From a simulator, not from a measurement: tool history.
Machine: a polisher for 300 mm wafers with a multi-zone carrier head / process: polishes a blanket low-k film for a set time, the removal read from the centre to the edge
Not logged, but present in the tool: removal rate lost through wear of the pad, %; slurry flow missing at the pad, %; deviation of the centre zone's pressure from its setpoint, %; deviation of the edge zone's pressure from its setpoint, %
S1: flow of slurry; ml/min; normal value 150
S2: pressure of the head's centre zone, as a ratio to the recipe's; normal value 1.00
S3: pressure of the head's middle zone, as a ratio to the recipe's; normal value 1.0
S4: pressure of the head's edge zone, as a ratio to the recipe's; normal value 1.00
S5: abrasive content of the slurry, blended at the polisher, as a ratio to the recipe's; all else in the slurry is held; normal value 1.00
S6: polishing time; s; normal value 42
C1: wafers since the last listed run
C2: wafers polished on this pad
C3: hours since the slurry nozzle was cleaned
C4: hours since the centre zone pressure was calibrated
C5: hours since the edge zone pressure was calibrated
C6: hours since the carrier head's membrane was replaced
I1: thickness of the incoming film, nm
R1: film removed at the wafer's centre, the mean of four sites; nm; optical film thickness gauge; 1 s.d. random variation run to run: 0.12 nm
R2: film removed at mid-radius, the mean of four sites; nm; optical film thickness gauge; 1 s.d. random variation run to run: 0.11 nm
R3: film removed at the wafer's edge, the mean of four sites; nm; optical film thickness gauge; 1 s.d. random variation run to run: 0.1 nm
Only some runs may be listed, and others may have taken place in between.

| run | hour | S1 | S2 | S3 | S4 | S5 | S6 | C1 | C2 | C3 | C4 | C5 | C6 | I1 | R1 | R2 | R3 |
|---|---|---|---|---|---|---|---|---|---|---|---|---|---|---|---|---|---|
| 1 | 0.0 | 150 | 1.00 | 1.0 | 1.00 | 1.00 | 42 | 0 | 379 | 136.7 | 1213.6 | 514.8 | 1443.6 | 596.2 | 8.8 | 8.8 | 8.6 |
| 2 | 27.7 | 150 | 1.00 | 1.0 | 1.00 | 1.00 | 42 | 267 | 647 | 164.4 | 1241.3 | 542.5 | 1471.3 | 605.1 | 8.6 | 8.7 | 8.4 |
| 3 | 40.1 | 150 | 1.00 | 1.0 | 1.00 | 1.00 | 42 | 119 | 767 | 176.8 | 1253.7 | 554.9 | 1483.7 | 598.5 | 8.8 | 8.6 | 8.3 |
|  | 55.0 | worn pad replaced by a new one |
| 4 | 55.5 | 150 | 1.00 | 1.0 | 1.00 | 1.00 | 42 | 110 | 4 | 192.2 | 1269.1 | 570.3 | 1499.1 | 606.1 | 9.1 | 9.1 | 8.6 |
|  | 131.4 | edge zone pressure recalibrated |
| 5 | 136.0 | 150 | 1.00 | 1.0 | 1.00 | 1.00 | 42 | 758 | 763 | 272.7 | 1349.6 | 4.6 | 1579.6 | 597.4 | 8.8 | 8.7 | 8.3 |
|  | 149.5 | worn pad replaced by a new one, of another model than before |
| 6 | 162.7 | 150 | 1.00 | 1.0 | 1.00 | 1.00 | 42 | 219 | 128 | 299.4 | 1376.3 | 31.3 | 1606.3 | 599.1 | 9.1 | 9.1 | 8.7 |
| 7 | 177.0 | 150 | 1.00 | 1.0 | 1.00 | 1.00 | 42 | 138 | 266 | 313.7 | 1390.6 | 45.6 | 1620.6 | 591.0 | 9.2 | 9.2 | 8.5 |
|  | 183.7 | slurry nozzle cleaned |
|  | 189.3 | carrier head's membrane replaced by a new one |
| 8 | 194.7 | 200 | 1.00 | 1.0 | 0.94 | 1.20 | 31 | 113 | 379 | 11.0 | 1408.3 | 63.3 | 5.4 | 613.0 | 7.9 | 7.9 | 7.2 |
|  | 208.5 | centre zone pressure recalibrated |
| 9 | 209.8 | 150 | 0.90 | 1.0 | 1.00 | 1.00 | 54 | 126 | 506 | 26.1 | 1.3 | 78.4 | 20.5 | 595.0 | 10.4 | 11.5 | 10.9 |
|  | 243.4 | worn pad replaced by a new one |
| 10 | 243.9 | 195 | 1.00 | 1.0 | 0.95 | 1.00 | 51 | 290 | 4 | 60.2 | 35.4 | 112.5 | 54.6 | 595.6 | 11.9 | 12.1 | 11.0 |
|  | 320.2 | worn pad replaced by a new one |
| 11 | 325.4 | 200 | 1.00 | 1.0 | 1.00 | 1.30 | 42 | 749 | 50 | 141.7 | 116.9 | 194.0 | 136.1 | 605.0 | 11.0 | 10.8 | 10.6 |
| 12 | 346.5 | 150 | 1.00 | 1.0 | 1.12 | 1.00 | 42 | 203 | 254 | 162.8 | 138.0 | 215.1 | 157.2 | 596.3 | 9.0 | 9.1 | 9.2 |
| 13 | 379.8 | 150 | 1.00 | 1.0 | 1.00 | 1.00 | 42 | 321 | 576 | 196.1 | 171.3 | 248.4 | 190.5 | 603.5 | 8.7 | 8.7 | 8.6 |
| 14 | 400.3 | 150 | 1.05 | 1.1 | 1.00 | 1.00 | 42 | 198 | 774 | 216.6 | 191.8 | 268.9 | 211.0 | 591.1 | 9.3 | 9.3 | 8.2 |
|  | 405.0 | worn pad replaced by a new one |
| 15 | 413.0 | 150 | 1.00 | 1.0 | 1.00 | 1.10 | 32 | 84 | 77 | 229.3 | 204.5 | 281.6 | 223.7 | 599.2 | 7.4 | 7.3 | 6.9 |

3 ways to go on from here, each from the tool as it stands after run 15. What would each give?
| A | 413.4 | 150 | 1.00 | 1.0 | 1.04 | 1.00 | 42 | 3 | 81 | 229.7 | 204.9 | 282.0 | 224.1 | 606.2 | ? | ? | ? |
| B | 413.4 | 150 | 1.00 | 1.0 | 0.89 | 1.00 | 42 | 3 | 81 | 229.7 | 204.9 | 282.0 | 224.1 | 606.2 | ? | ? | ? |
| C | 413.4 | 150 | 1.11 | 1.0 | 0.90 | 1.15 | 46 | 3 | 81 | 229.7 | 204.9 | 282.0 | 224.1 | 606.2 | ? | ? | ? |

| run | R1 | R2 | R3 |
|---|---|---|---|
| A | 9.2 | 9.1 | 9.1 |
| B | 9.2 | 9.1 | 8.5 |
| C | 11.9 | 10.7 | 10.0 |
With no hidden state in the tool, these same runs would have given:
| run | R1 | R2 | R3 |
|---|---|---|---|
| A | 9.3 | 9.2 | 9.2 |
| B | 9.3 | 9.2 | 8.5 |
| C | 12.0 | 10.8 | 10.1 |

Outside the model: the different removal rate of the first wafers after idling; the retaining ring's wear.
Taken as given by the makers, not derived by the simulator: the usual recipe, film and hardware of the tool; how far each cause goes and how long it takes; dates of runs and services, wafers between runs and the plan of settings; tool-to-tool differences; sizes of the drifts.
